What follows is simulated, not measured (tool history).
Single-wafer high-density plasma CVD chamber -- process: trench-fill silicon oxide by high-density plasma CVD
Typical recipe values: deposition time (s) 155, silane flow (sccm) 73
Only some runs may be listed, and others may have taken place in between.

run   hour  deposition time (s)  silane flow (sccm)  read-back reference wafer on the same gauge, thickness_nm  mean film thickness on the monitor wafer (Å)
  1    0.0                  155                  73                                                   1110.268                                      10409.95
  2   39.0                  155                  73                                                   1109.244                                      10317.75
  3   69.5                  155                  73                                                   1110.358                                      10393.06
  4  100.7                  155                  73                                                   1110.573                                      10428.18
  5  144.6                  155                  73                                                   1110.189                                      10372.87
  6  202.4                  155                  73                                                   1108.812                                      10382.92
     211.0  -- gauge calibrated
  7  252.6                  168                  73                                                   1109.654                                      11259.34
  8  308.7                  155                  73                                                   1109.476                                      10324.74
  9  339.6                  155                  73                                                   1110.619                                      10335.06
 10  382.4                  155                  73                                                   1110.923                                      10306.17
 11  422.5                  155                  73                                                   1109.198                                      10284.18
 12  449.2                  155                  73                                                   1109.230                                      10309.48
 13  476.1                  155                  73                                                   1110.233                                      10251.83
 14  513.8                  178                  82                                                   1111.112                                      12858.38
 15  584.1                  155                  62                                                   1111.394                                       9084.99
 16  655.6                  155                  73                                                   1109.545                                      10223.10
 17  697.6                  177                  64                                                   1110.852                                      10516.90

Estimate the outcome of run 18 from the log above:
 18  760.3                  155                  73                                                          ?                                             ?

read-back reference wafer on the same gauge, thickness_nm: 1111.292
mean film thickness on the monitor wafer (Å): 10197.48
With the hidden condition absent and the run-to-run variation left alone, this run would have shown mean film thickness on the monitor wafer (Å) 10831.59.
